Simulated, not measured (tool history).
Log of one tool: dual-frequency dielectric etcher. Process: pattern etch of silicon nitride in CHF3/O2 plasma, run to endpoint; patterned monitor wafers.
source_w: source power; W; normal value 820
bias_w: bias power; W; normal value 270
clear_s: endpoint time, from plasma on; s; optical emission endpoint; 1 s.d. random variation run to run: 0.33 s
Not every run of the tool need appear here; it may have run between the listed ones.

run,day,source_w,bias_w,wafers since the last listed run,hours since the last wet clean,hours since the last source power generator calibration,hours since the last bias power generator calibration,hours since the last upper electrode change,"incoming incoming film thickness, nm",clear_s
1,0.000,820,270,0,407.8,3300.3,4873.9,2665.6,85.3,48.2
2,1.588,820,270,537,445.9,3338.4,4912.0,2703.7,85.4,48.5
# day 3.762: wet clean of the chamber
3,3.783,820,270,405,0.5,3391.1,4964.7,2756.4,85.1,46.8
4,5.212,820,243,484,34.8,3425.4,4999.0,2790.7,85.6,49.5
5,7.358,820,243,726,86.3,3476.9,5050.5,2842.2,85.9,49.7
6,8.546,820,221,402,114.8,3505.4,5079.0,2870.7,86.1,52.3
7,11.525,820,221,1009,186.3,3576.9,5150.5,2942.2,85.7,52.7
8,12.788,680,270,427,216.6,3607.2,5180.8,2972.5,86.1,52.1
9,14.979,680,270,742,269.2,3659.8,5233.4,3025.1,84.8,51.6
10,17.446,820,237,835,328.4,3719.0,5292.6,3084.3,85.0,50.6
11,19.450,820,237,678,376.5,3767.1,5340.7,3132.4,85.4,51.0
12,20.667,820,237,412,405.7,3796.3,5369.9,3161.6,86.6,51.8
# day 23.158: bias power generator calibrated
13,23.179,690,231,794,466.0,3856.6,0.5,3221.9,85.3,55.4
# day 25.538: wet clean of the chamber
# day 26.896: upper electrode replaced
# day 30.083: source power generator calibrated
14,30.096,670,287,1609,109.4,0.3,166.5,76.8,86.2,53.5
15,32.554,940,270,832,168.4,59.3,225.5,135.8,86.1,47.8
16,34.025,890,328,498,203.7,94.6,260.8,171.1,85.9,44.7
# day 36.171: wet clean of the chamber, repeated, since the last time left the tool worse
17,36.879,930,270,628,17.0,163.1,329.3,239.6,85.1,44.6
18,39.312,820,237,824,75.4,221.5,387.7,298.0,85.9,50.3
19,40.500,710,270,402,103.9,250.0,416.2,326.5,86.0,51.3
20,45.050,820,270,1541,213.1,359.2,525.4,435.7,85.7,48.6
21,47.642,690,231,877,275.3,421.4,587.6,497.9,85.9,56.2
22,50.375,940,236,925,340.9,487.0,653.2,563.5,86.4,48.9
23,53.042,970,203,903,404.9,551.0,717.2,627.5,85.7,51.6
# day 55.533: wet clean of the chamber
24,55.554,670,270,512,0.5,611.3,777.5,687.8,85.2,51.2
25,57.379,930,210,618,44.3,655.1,821.3,731.6,86.7,50.6
26,60.233,640,309,966,112.8,723.6,889.8,800.1,85.4,50.0
27,62.988,1020,305,933,178.9,789.7,955.9,866.2,85.2,40.5

Here are 3 independent what-if runs from the current tool condition. What would each one return?
A,63.004,820,270,5,179.3,790.1,956.3,866.6,85.4,?
B,63.004,820,203,5,179.3,790.1,956.3,866.6,85.4,?
C,63.004,1010,251,5,179.3,790.1,956.3,866.6,85.4,?

run,clear_s
A,47.4
B,54.1
C,44.8
With the hidden condition removed and each run's random variation left untouched, the same runs would have given:
run,clear_s
A,47.0
B,53.7
C,44.5

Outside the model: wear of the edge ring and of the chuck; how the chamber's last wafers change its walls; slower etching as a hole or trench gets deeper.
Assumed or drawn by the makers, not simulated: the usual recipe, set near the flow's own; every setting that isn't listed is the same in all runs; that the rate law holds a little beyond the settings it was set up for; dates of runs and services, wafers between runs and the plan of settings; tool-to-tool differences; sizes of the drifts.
